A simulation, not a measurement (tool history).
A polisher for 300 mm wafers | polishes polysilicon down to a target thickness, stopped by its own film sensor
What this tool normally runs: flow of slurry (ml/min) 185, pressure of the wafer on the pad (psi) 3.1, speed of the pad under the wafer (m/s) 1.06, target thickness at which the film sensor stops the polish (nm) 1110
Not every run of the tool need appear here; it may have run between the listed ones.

run,hour,flow of slurry (ml/min),pressure of the wafer on the pad (psi),speed of the pad under the wafer (m/s),target thickness at which the film sensor stops the polish (nm),wafers since the last listed run,wafers polished on this pad,hours since the slurry nozzle was cleaned,hours since the head pressure was calibrated,"incoming thickness of the incoming film, nm",time until the film sensor stopped the polish (s)
1,0.0,185,3.1,1.06,1110,0,704,201.1,535.3,1689.8,65.2
# hour 8.0: worn pad replaced by a new one
2,8.7,185,3.1,1.06,1110,40,5,209.8,544.0,1726.9,70.3
3,14.7,185,3.4,1.06,1110,51,57,215.8,550.0,1728.0,63.2
4,23.0,185,3.4,1.06,1110,71,129,224.1,558.3,1721.3,63.1
5,36.5,155,3.1,1.06,1110,116,245,237.6,571.8,1713.0,69.2
6,47.3,155,3.1,1.06,1110,93,339,248.4,582.6,1718.6,70.5
7,62.1,155,3.1,1.06,1110,127,466,263.2,597.4,1705.3,69.4
8,71.3,145,3.1,1.06,1110,79,546,272.4,606.6,1717.2,71.9
9,82.5,145,3.1,1.06,1110,96,643,283.6,617.8,1733.3,73.8
10,92.1,145,3.1,1.06,1110,82,725,293.2,627.4,1716.2,70.6
# hour 100.9: worn pad replaced by a new one
11,108.0,185,3.1,1.06,1161,102,61,309.1,643.3,1691.5,60.3
12,114.9,185,3.1,1.06,1161,59,121,316.0,650.2,1719.8,63.6
# hour 127.6: head pressure recalibrated
13,128.1,185,3.1,1.06,1110,96,217,329.2,0.5,1738.6,72.1
14,140.1,185,3.1,1.06,1110,103,321,341.2,12.5,1709.2,69.1
15,155.9,185,3.1,1.06,1110,136,457,357.0,28.3,1699.5,68.2
16,168.8,185,3.1,1.06,1110,111,569,369.9,41.2,1683.4,67.0
17,179.4,185,3.1,1.06,1110,91,660,380.5,51.8,1743.7,73.2
# hour 193.0: slurry nozzle cleaned
# hour 197.7: worn pad replaced by a new one
18,229.5,215,3.6,0.72,1167,389,274,36.5,101.9,1733.1,67.5
19,241.4,185,3.7,1.06,1110,102,377,48.4,113.8,1707.9,55.1
20,247.6,230,4.0,1.36,1210,53,430,54.6,120.0,1715.2,36.0
21,264.6,185,3.4,1.06,1110,146,577,71.6,137.0,1724.0,61.7
22,275.0,185,3.5,0.74,1294,89,667,82.0,147.4,1756.2,56.7
# hour 279.8: worn pad replaced by a new one
23,286.8,185,3.1,1.06,1110,67,60,93.8,159.2,1723.7,68.2
24,297.2,185,4.2,0.92,1033,89,150,104.2,169.6,1689.2,59.6
25,305.7,245,3.1,0.78,1046,73,223,112.7,178.1,1713.9,87.0
26,317.3,185,3.1,1.06,1110,100,323,124.3,189.7,1742.9,71.7
27,338.0,185,3.5,1.06,1110,178,502,145.0,210.4,1725.1,61.2
28,345.7,120,3.7,1.06,1110,66,569,152.7,218.1,1736.9,61.4
# hour 353.5: worn pad replaced by a new one
29,359.0,185,3.1,0.72,1110,80,47,166.0,231.4,1719.0,85.9
30,372.1,185,3.1,1.06,1047,113,160,179.1,244.5,1720.0,75.4
31,386.0,155,2.8,1.42,1166,120,280,193.0,258.4,1727.9,59.3
32,400.0,150,3.1,0.88,1181,120,401,207.0,272.4,1737.3,71.8
33,414.7,135,2.8,0.90,927,126,528,221.7,287.1,1700.8,110.5
34,423.7,155,4.1,0.74,1110,77,606,230.7,296.1,1714.4,65.4

How would selected steps in time until the film sensor stopped the polish (s) from run to run divide? Give the signed amount a tool lacking its hidden state would still show from settings, what came in and random variation, and the signed amount left for the hidden state, including any gauge scatter that is not in both of the compared results.
Hidden state present: removal rate lost through wear of the pad, %; slurry flow missing at the pad, %; deviation of the head's pressure from its setpoint, %.
Run 17 -> 18: flow of slurry (ml/min) 185 -> 215, pressure of the wafer on the pad (psi) 3.1 -> 3.6, speed of the pad under the wafer (m/s) 1.06 -> 0.72, target thickness at which the film sensor stops the polish (nm) 1110 -> 1167, slurry nozzle cleaned, worn pad replaced by a new one. time until the film sensor stopped the polish (s) -5.7: hidden state -3.0, all else -2.7.
Run 24 -> 25: flow of slurry (ml/min) 185 -> 245, pressure of the wafer on the pad (psi) 4.2 -> 3.1, speed of the pad under the wafer (m/s) 0.92 -> 0.78, target thickness at which the film sensor stops the polish (nm) 1033 -> 1046. time until the film sensor stopped the polish (s) +27.4: hidden state +0.1, all else +27.3.
Run 32 -> 33: flow of slurry (ml/min) 150 -> 135, pressure of the wafer on the pad (psi) 3.1 -> 2.8, speed of the pad under the wafer (m/s) 0.88 -> 0.90, target thickness at which the film sensor stops the polish (nm) 1181 -> 927. time until the film sensor stopped the polish (s) +38.7: hidden state +0.9, all else +37.8.
Run 33 -> 34: flow of slurry (ml/min) 135 -> 155, pressure of the wafer on the pad (psi) 2.8 -> 4.1, speed of the pad under the wafer (m/s) 0.90 -> 0.74, target thickness at which the film sensor stops the polish (nm) 927 -> 1110. time until the film sensor stopped the polish (s) -45.1: hidden state -0.9, all else -44.2.
